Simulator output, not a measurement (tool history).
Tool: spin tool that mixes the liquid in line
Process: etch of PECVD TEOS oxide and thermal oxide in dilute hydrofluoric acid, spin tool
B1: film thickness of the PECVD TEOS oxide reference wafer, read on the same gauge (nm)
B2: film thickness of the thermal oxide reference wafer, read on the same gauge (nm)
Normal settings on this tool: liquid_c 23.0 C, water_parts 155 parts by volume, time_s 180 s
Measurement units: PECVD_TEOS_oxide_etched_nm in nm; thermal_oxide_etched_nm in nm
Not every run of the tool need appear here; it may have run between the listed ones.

{"run": 1, "hour": 0.0, "liquid_c": 23.0, "water_parts": 155, "time_s": 180, "B1": 120.0, "B2": 130.01, "PECVD_TEOS_oxide_etched_nm": 17.77, "thermal_oxide_etched_nm": 5.77}
{"run": 2, "hour": 58.2, "liquid_c": 23.0, "water_parts": 155, "time_s": 180, "B1": 119.99, "B2": 129.99, "PECVD_TEOS_oxide_etched_nm": 17.66, "thermal_oxide_etched_nm": 5.71}
{"run": 3, "hour": 112.4, "liquid_c": 23.0, "water_parts": 155, "time_s": 180, "B1": 120.01, "B2": 130.01, "PECVD_TEOS_oxide_etched_nm": 17.93, "thermal_oxide_etched_nm": 5.63}
{"run": 4, "hour": 163.0, "liquid_c": 23.0, "water_parts": 155, "time_s": 180, "B1": 120.0, "B2": 130.01, "PECVD_TEOS_oxide_etched_nm": 17.37, "thermal_oxide_etched_nm": 5.74}
{"run": 5, "hour": 194.1, "liquid_c": 23.0, "water_parts": 155, "time_s": 180, "B1": 119.98, "B2": 130.0, "PECVD_TEOS_oxide_etched_nm": 17.44, "thermal_oxide_etched_nm": 5.71}
{"run": 6, "hour": 236.9, "liquid_c": 23.0, "water_parts": 110, "time_s": 215, "B1": 120.0, "B2": 129.99, "PECVD_TEOS_oxide_etched_nm": 30.99, "thermal_oxide_etched_nm": 9.98}
{"run": 7, "hour": 265.0, "liquid_c": 23.0, "water_parts": 155, "time_s": 95, "B1": 119.99, "B2": 130.01, "PECVD_TEOS_oxide_etched_nm": 9.15, "thermal_oxide_etched_nm": 2.97}
{"run": 8, "hour": 327.9, "liquid_c": 23.0, "water_parts": 95, "time_s": 180, "B1": 120.01, "B2": 130.0, "PECVD_TEOS_oxide_etched_nm": 30.13, "thermal_oxide_etched_nm": 9.83}
{"run": 9, "hour": 371.7, "liquid_c": 23.0, "water_parts": 125, "time_s": 150, "B1": 120.02, "B2": 129.98, "PECVD_TEOS_oxide_etched_nm": 18.5, "thermal_oxide_etched_nm": 6.08}
{"run": 10, "hour": 419.6, "liquid_c": 25.0, "water_parts": 105, "time_s": 180, "B1": 120.0, "B2": 130.01, "PECVD_TEOS_oxide_etched_nm": 29.26, "thermal_oxide_etched_nm": 9.43}
{"run": 11, "hour": 469.3, "liquid_c": 23.0, "water_parts": 155, "time_s": 180, "B1": 119.98, "B2": 129.99, "PECVD_TEOS_oxide_etched_nm": 17.02, "thermal_oxide_etched_nm": 5.6}
{"run": 12, "hour": 577.2, "liquid_c": 21.0, "water_parts": 155, "time_s": 180, "B1": 119.98, "B2": 130.0, "PECVD_TEOS_oxide_etched_nm": 15.76, "thermal_oxide_etched_nm": 5.03}
{"run": 13, "hour": 649.2, "liquid_c": 23.0, "water_parts": 155, "time_s": 180, "B1": 119.98, "B2": 129.96, "PECVD_TEOS_oxide_etched_nm": 17.0, "thermal_oxide_etched_nm": 5.52}
{"run": 14, "hour": 689.8, "liquid_c": 23.0, "water_parts": 95, "time_s": 150, "B1": 120.01, "B2": 130.02, "PECVD_TEOS_oxide_etched_nm": 24.43, "thermal_oxide_etched_nm": 7.94}
{"run": 15, "hour": 728.9, "liquid_c": 26.5, "water_parts": 155, "time_s": 100, "B1": 120.03, "B2": 130.03, "PECVD_TEOS_oxide_etched_nm": 10.71, "thermal_oxide_etched_nm": 3.54}
{"hour": 750.9, "done": "thermometer replaced"}
{"hour": 766.5, "done": "hydrofluoric acid flow meter replaced"}
{"run": 16, "hour": 790.0, "liquid_c": 23.0, "water_parts": 220, "time_s": 180, "B1": 120.01, "B2": 129.99, "PECVD_TEOS_oxide_etched_nm": 11.99, "thermal_oxide_etched_nm": 3.9}
{"run": 17, "hour": 844.6, "liquid_c": 23.0, "water_parts": 155, "time_s": 180, "B1": 120.0, "B2": 130.02, "PECVD_TEOS_oxide_etched_nm": 18.22, "thermal_oxide_etched_nm": 5.9}
{"run": 18, "hour": 889.0, "liquid_c": 23.0, "water_parts": 155, "time_s": 280, "B1": 119.98, "B2": 130.0, "PECVD_TEOS_oxide_etched_nm": 28.41, "thermal_oxide_etched_nm": 9.28}
{"run": 19, "hour": 940.7, "liquid_c": 23.0, "water_parts": 205, "time_s": 85, "B1": 119.99, "B2": 130.0, "PECVD_TEOS_oxide_etched_nm": 6.19, "thermal_oxide_etched_nm": 2.01}
{"hour": 975.1, "done": "gauge calibrated"}
{"run": 20, "hour": 980.2, "liquid_c": 20.0, "water_parts": 100, "time_s": 100, "B1": 120.01, "B2": 129.99, "PECVD_TEOS_oxide_etched_nm": 14.49, "thermal_oxide_etched_nm": 4.7}
{"run": 21, "hour": 1034.4, "liquid_c": 23.0, "water_parts": 155, "time_s": 100, "B1": 119.99, "B2": 129.99, "PECVD_TEOS_oxide_etched_nm": 10.17, "thermal_oxide_etched_nm": 3.26}
{"run": 22, "hour": 1060.1, "liquid_c": 23.0, "water_parts": 155, "time_s": 180, "B1": 120.0, "B2": 130.04, "PECVD_TEOS_oxide_etched_nm": 17.97, "thermal_oxide_etched_nm": 5.75}
{"run": 23, "hour": 1124.7, "liquid_c": 23.0, "water_parts": 155, "time_s": 180, "B1": 120.0, "B2": 130.0, "PECVD_TEOS_oxide_etched_nm": 17.76, "thermal_oxide_etched_nm": 5.85}
{"run": 24, "hour": 1179.6, "liquid_c": 23.0, "water_parts": 155, "time_s": 220, "B1": 120.01, "B2": 129.99, "PECVD_TEOS_oxide_etched_nm": 21.55, "thermal_oxide_etched_nm": 7.08}
{"run": 25, "hour": 1220.8, "liquid_c": 19.0, "water_parts": 155, "time_s": 180, "B1": 120.01, "B2": 129.97, "PECVD_TEOS_oxide_etched_nm": 15.13, "thermal_oxide_etched_nm": 5.0}

Alternative continuations, all from the tool just after run 25; predict every row:
{"run": "A", "hour": 1221.3, "liquid_c": 23.0, "water_parts": 155, "time_s": 75, "B1": "?", "B2": "?", "PECVD_TEOS_oxide_etched_nm": "?", "thermal_oxide_etched_nm": "?"}
{"run": "B", "hour": 1221.3, "liquid_c": 27.0, "water_parts": 100, "time_s": 250, "B1": "?", "B2": "?", "PECVD_TEOS_oxide_etched_nm": "?", "thermal_oxide_etched_nm": "?"}
{"run": "C", "hour": 1221.3, "liquid_c": 23.0, "water_parts": 215, "time_s": 245, "B1": "?", "B2": "?", "PECVD_TEOS_oxide_etched_nm": "?", "thermal_oxide_etched_nm": "?"}
{"run": "D", "hour": 1221.3, "liquid_c": 23.0, "water_parts": 205, "time_s": 180, "B1": "?", "B2": "?", "PECVD_TEOS_oxide_etched_nm": "?", "thermal_oxide_etched_nm": "?"}
{"run": "E", "hour": 1221.3, "liquid_c": 27.0, "water_parts": 175, "time_s": 225, "B1": "?", "B2": "?", "PECVD_TEOS_oxide_etched_nm": "?", "thermal_oxide_etched_nm": "?"}

run=A B1=119.99 B2=129.98 PECVD_TEOS_oxide_etched_nm=7.42 thermal_oxide_etched_nm=2.41
run=B B1=119.99 B2=129.98 PECVD_TEOS_oxide_etched_nm=47.82 thermal_oxide_etched_nm=15.52
run=C B1=119.99 B2=129.98 PECVD_TEOS_oxide_etched_nm=16.43 thermal_oxide_etched_nm=5.33
run=D B1=119.99 B2=129.98 PECVD_TEOS_oxide_etched_nm=12.79 thermal_oxide_etched_nm=4.15
run=E B1=119.99 B2=129.98 PECVD_TEOS_oxide_etched_nm=22.45 thermal_oxide_etched_nm=7.29
The same runs, with their run-to-run variation unchanged, on a tool lacking any hidden condition would have given:
run=A PECVD_TEOS_oxide_etched_nm=7.79 thermal_oxide_etched_nm=2.53
run=B PECVD_TEOS_oxide_etched_nm=50.19 thermal_oxide_etched_nm=16.30
run=C PECVD_TEOS_oxide_etched_nm=17.21 thermal_oxide_etched_nm=5.59
run=D PECVD_TEOS_oxide_etched_nm=13.40 thermal_oxide_etched_nm=4.35
run=E PECVD_TEOS_oxide_etched_nm=23.51 thermal_oxide_etched_nm=7.63

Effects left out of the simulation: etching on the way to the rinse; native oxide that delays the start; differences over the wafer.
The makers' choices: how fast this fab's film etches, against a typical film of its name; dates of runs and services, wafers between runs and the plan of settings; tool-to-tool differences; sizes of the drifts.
